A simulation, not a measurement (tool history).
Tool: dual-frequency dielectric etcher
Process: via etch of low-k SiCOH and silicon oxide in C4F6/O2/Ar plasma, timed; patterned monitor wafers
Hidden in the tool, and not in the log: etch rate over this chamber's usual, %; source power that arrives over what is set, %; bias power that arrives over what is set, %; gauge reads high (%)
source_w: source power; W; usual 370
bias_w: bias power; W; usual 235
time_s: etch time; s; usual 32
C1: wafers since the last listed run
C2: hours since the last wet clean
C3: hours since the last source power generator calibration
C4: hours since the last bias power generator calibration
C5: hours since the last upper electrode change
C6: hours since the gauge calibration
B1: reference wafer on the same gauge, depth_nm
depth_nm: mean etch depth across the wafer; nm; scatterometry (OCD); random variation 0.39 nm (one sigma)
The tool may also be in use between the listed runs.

run 1 hour=0 | source_w=370 bias_w=235 time_s=32 | C1=0 C2=322.8 C3=1122.9 C4=4173.4 C5=2185.7 C6=66.1 | B1=64.9 | depth_nm=77.7
run 2 hour=17.5 | source_w=370 bias_w=235 time_s=32 | C1=188 C2=340.3 C3=1140.4 C4=4190.9 C5=2203.2 C6=83.6 | B1=65 | depth_nm=78.6
run 3 hour=47.1 | source_w=370 bias_w=235 time_s=32 | C1=319 C2=369.9 C3=1170 C4=4220.5 C5=2232.8 C6=113.2 | B1=64.8 | depth_nm=78.3
run 4 hour=75 | source_w=370 bias_w=235 time_s=32 | C1=300 C2=397.8 C3=1197.9 C4=4248.4 C5=2260.7 C6=141.1 | B1=64.9 | depth_nm=78.4
run 5 hour=94.5 | source_w=370 bias_w=235 time_s=32 | C1=210 C2=417.3 C3=1217.4 C4=4267.9 C5=2280.2 C6=160.6 | B1=64.7 | depth_nm=78.2
run 6 hour=126.6 | source_w=370 bias_w=235 time_s=32 | C1=345 C2=449.4 C3=1249.5 C4=4300 C5=2312.3 C6=192.7 | B1=64.6 | depth_nm=77.6
run 7 hour=143 | source_w=370 bias_w=235 time_s=32 | C1=176 C2=465.8 C3=1265.9 C4=4316.4 C5=2328.7 C6=209.1 | B1=64.6 | depth_nm=77.6
run 8 hour=173.4 | source_w=370 bias_w=235 time_s=32 | C1=327 C2=496.2 C3=1296.3 C4=4346.8 C5=2359.1 C6=239.5 | B1=64.5 | depth_nm=77.7
run 9 hour=195.7 | source_w=370 bias_w=235 time_s=32 | C1=240 C2=518.5 C3=1318.6 C4=4369.1 C5=2381.4 C6=261.8 | B1=64.3 | depth_nm=78.8
-- hour=221.1 wet clean of the chamber
run 10 hour=221.6 | source_w=370 bias_w=235 time_s=32 | C1=20 C2=0.5 C3=1344.5 C4=4395 C5=2407.3 C6=287.7 | B1=64.3 | depth_nm=78
run 11 hour=235.7 | source_w=370 bias_w=235 time_s=32 | C1=151 C2=14.6 C3=1358.6 C4=4409.1 C5=2421.4 C6=301.8 | B1=64.3 | depth_nm=78.2
run 12 hour=248.3 | source_w=370 bias_w=214 time_s=27.5 | C1=135 C2=27.2 C3=1371.2 C4=4421.7 C5=2434 C6=314.4 | B1=64.3 | depth_nm=64.9
-- hour=279.4 upper electrode replaced
run 13 hour=279.9 | source_w=370 bias_w=235 time_s=32 | C1=81 C2=58.8 C3=1402.8 C4=4453.3 C5=0.5 C6=346 | B1=64.1 | depth_nm=78.5
run 14 hour=296.8 | source_w=370 bias_w=235 time_s=32 | C1=182 C2=75.7 C3=1419.7 C4=4470.2 C5=17.4 C6=362.9 | B1=64.2 | depth_nm=77.9
run 15 hour=326.9 | source_w=370 bias_w=181 time_s=22.5 | C1=324 C2=105.8 C3=1449.8 C4=4500.3 C5=47.5 C6=393 | B1=64.1 | depth_nm=50.9
-- hour=339.5 gauge calibrated
-- hour=352.5 source power generator calibrated
run 16 hour=353 | source_w=350 bias_w=235 time_s=29 | C1=238 C2=131.9 C3=0.5 C4=4526.4 C5=73.6 C6=13.5 | B1=65.1 | depth_nm=69.9
run 17 hour=364.5 | source_w=370 bias_w=235 time_s=24 | C1=123 C2=143.4 C3=12 C4=4537.9 C5=85.1 C6=25 | B1=65.1 | depth_nm=59.3
run 18 hour=386.2 | source_w=400 bias_w=255 time_s=24.5 | C1=233 C2=165.1 C3=33.7 C4=4559.6 C5=106.8 C6=46.7 | B1=65.1 | depth_nm=63.4
-- hour=400.2 bias power generator calibrated
run 19 hour=418.6 | source_w=430 bias_w=187 time_s=40 | C1=306 C2=197.5 C3=66.1 C4=18.4 C5=139.2 C6=79.1 | B1=64.9 | depth_nm=96.9
run 20 hour=433 | source_w=290 bias_w=263 time_s=38 | C1=155 C2=211.9 C3=80.5 C4=32.8 C5=153.6 C6=93.5 | B1=64.8 | depth_nm=88.7
run 21 hour=459.3 | source_w=440 bias_w=216 time_s=39.5 | C1=283 C2=238.2 C3=106.8 C4=59.1 C5=179.9 C6=119.8 | B1=64.8 | depth_nm=100.5
run 22 hour=477.3 | source_w=430 bias_w=187 time_s=40 | C1=194 C2=256.2 C3=124.8 C4=77.1 C5=197.9 C6=137.8 | B1=64.8 | depth_nm=96.2
run 23 hour=493.1 | source_w=440 bias_w=235 time_s=32 | C1=170 C2=272 C3=140.6 C4=92.9 C5=213.7 C6=153.6 | B1=64.7 | depth_nm=82.7
run 24 hour=505.8 | source_w=400 bias_w=235 time_s=38 | C1=136 C2=284.7 C3=153.3 C4=105.6 C5=226.4 C6=166.3 | B1=64.8 | depth_nm=95.6
run 25 hour=537 | source_w=320 bias_w=196 time_s=22.5 | C1=336 C2=315.9 C3=184.5 C4=136.8 C5=257.6 C6=197.5 | B1=64.5 | depth_nm=49.8

The same runs without the tool's hidden state, with the same run-to-run variation:
run=1 depth_nm=77.9
run=2 depth_nm=78.8
run=3 depth_nm=78.7
run=4 depth_nm=78.9
run=5 depth_nm=78.7
run=6 depth_nm=78.2
run=7 depth_nm=78.3
run=8 depth_nm=78.4
run=9 depth_nm=79.6
run=10 depth_nm=78.9
run=11 depth_nm=79.1
run=12 depth_nm=65.8
run=13 depth_nm=79.6
run=14 depth_nm=79
run=15 depth_nm=51.7
run=16 depth_nm=69.9
run=17 depth_nm=59.3
run=18 depth_nm=63.5
run=19 depth_nm=97.2
run=20 depth_nm=89
run=21 depth_nm=101
run=22 depth_nm=96.6
run=23 depth_nm=83.1
run=24 depth_nm=96.2
run=25 depth_nm=50.2
